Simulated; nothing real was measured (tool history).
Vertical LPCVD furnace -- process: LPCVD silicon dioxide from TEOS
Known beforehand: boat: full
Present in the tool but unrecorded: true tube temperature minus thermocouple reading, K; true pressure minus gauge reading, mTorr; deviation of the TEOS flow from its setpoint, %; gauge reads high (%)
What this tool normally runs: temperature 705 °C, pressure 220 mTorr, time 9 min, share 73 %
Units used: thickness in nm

run,hour,temperature,pressure,time,share,wafers since the last listed run,hours since the last temperature calibration,hours since the pressure gauge was zeroed,hours since the TEOS flow controller was replaced,hours since the gauge calibration,"read-back reference wafer on the same gauge, thickness",thickness
1,0,705,220,9,73,0,4547.9,3930.2,5008.7,12.1,75.09,67.43
2,12.3,705,240,6.5,73,242,4560.2,3942.5,5021,24.4,75.12,50.56
3,23.9,705,220,9,76,228,4571.8,3954.1,5032.6,36,75.23,67.99
4,39.8,705,220,9,76,313,4587.7,3970,5048.5,51.9,75.16,67.08
5,56.5,705,220,9,76,329,4604.4,3986.7,5065.2,68.6,75.12,68.02
6,65,705,220,9,73,167,4612.9,3995.2,5073.7,77.1,75.05,67.27
7,79.7,705,220,9,73,289,4627.6,4009.9,5088.4,91.8,75.12,65.76
8,96.1,705,220,10.5,76,323,4644,4026.3,5104.8,108.2,74.96,79.04
9,128,705,220,10.5,76,628,4675.9,4058.2,5136.7,140.1,75.17,79.78
10,142.2,709,220,9,73,279,4690.1,4072.4,5150.9,154.3,75.05,72.88
11,156.1,709,220,9,73,273,4704,4086.3,5164.8,168.2,75.09,72.8
# hour 206.1: TEOS flow controller replaced
12,206.6,705,220,9,73,522,4754.5,4136.8,0.5,218.7,75.19,66.07
13,210.2,705,220,9,73,70,4758.1,4140.4,4.1,222.3,75.05,67.02
14,213.8,705,220,9,73,70,4761.7,4144,7.7,225.9,75.24,67.18
# hour 242: thermocouples replaced and temperature profile calibrated
15,242.5,705,220,9,73,92,0.5,4172.7,36.4,254.6,75.19,66.01
16,246.1,695,170,9,73,70,4.1,4176.3,40,258.2,74.97,46.51
17,255.1,705,220,9,73,177,13.1,4185.3,49,267.2,75.06,67.06
18,270.7,697,170,12,79,307,28.7,4200.9,64.6,282.8,75.2,66.95
# hour 295.3: pressure gauge zeroed
19,295.8,705,165,9,62,21,53.8,0.5,89.7,307.9,75.1,53.76
20,299.5,709,220,10,81,72,57.5,4.2,93.4,311.6,75.04,86.07
21,303.1,700,200,9,73,70,61.1,7.8,97,315.2,75.12,56.67
22,306.7,705,220,9,73,70,64.7,11.4,100.6,318.8,75.38,66.22
# hour 307.2: gauge calibrated
23,314.1,705,220,9,73,145,72.1,18.8,108,6.9,74.96,67.09
24,326.6,696,180,9,85,246,84.6,31.3,120.5,19.4,75.03,52.54
25,344.3,705,220,9,73,348,102.3,49,138.2,37.1,74.97,66.37
26,359.3,708,195,8,73,295,117.3,64,153.2,52.1,75.11,59.64
27,376.2,705,190,10.5,73,333,134.2,80.9,170.1,69,75,72.36
28,388.9,705,220,9,73,250,146.9,93.6,182.8,81.7,75.1,66.68
29,399,705,220,10.5,73,199,157,103.7,192.9,91.8,75.27,77.93
30,409.7,705,220,9,73,210,167.7,114.4,203.6,102.5,75.17,66.99

5 ways to go on from here, each from the tool as it stands after run 30. What would each give?
A,413.4,712,220,9,73,72,171.4,118.1,207.3,106.2,?,?
B,413.4,709,180,11.5,62,72,171.4,118.1,207.3,106.2,?,?
C,413.4,705,185,9,62,72,171.4,118.1,207.3,106.2,?,?
D,413.4,697,190,12,65,72,171.4,118.1,207.3,106.2,?,?
E,413.4,705,265,9,73,72,171.4,118.1,207.3,106.2,?,?

run,"read-back reference wafer on the same gauge, thickness",thickness
A,75.07,77.94
B,75.07,77.54
C,75.07,56.13
D,75.07,64.5
E,75.07,72.9
With the hidden condition removed and each run's random variation left untouched, the same runs would have given:
run,thickness
A,77.94
B,77.54
C,56.13
D,64.5
E,72.9
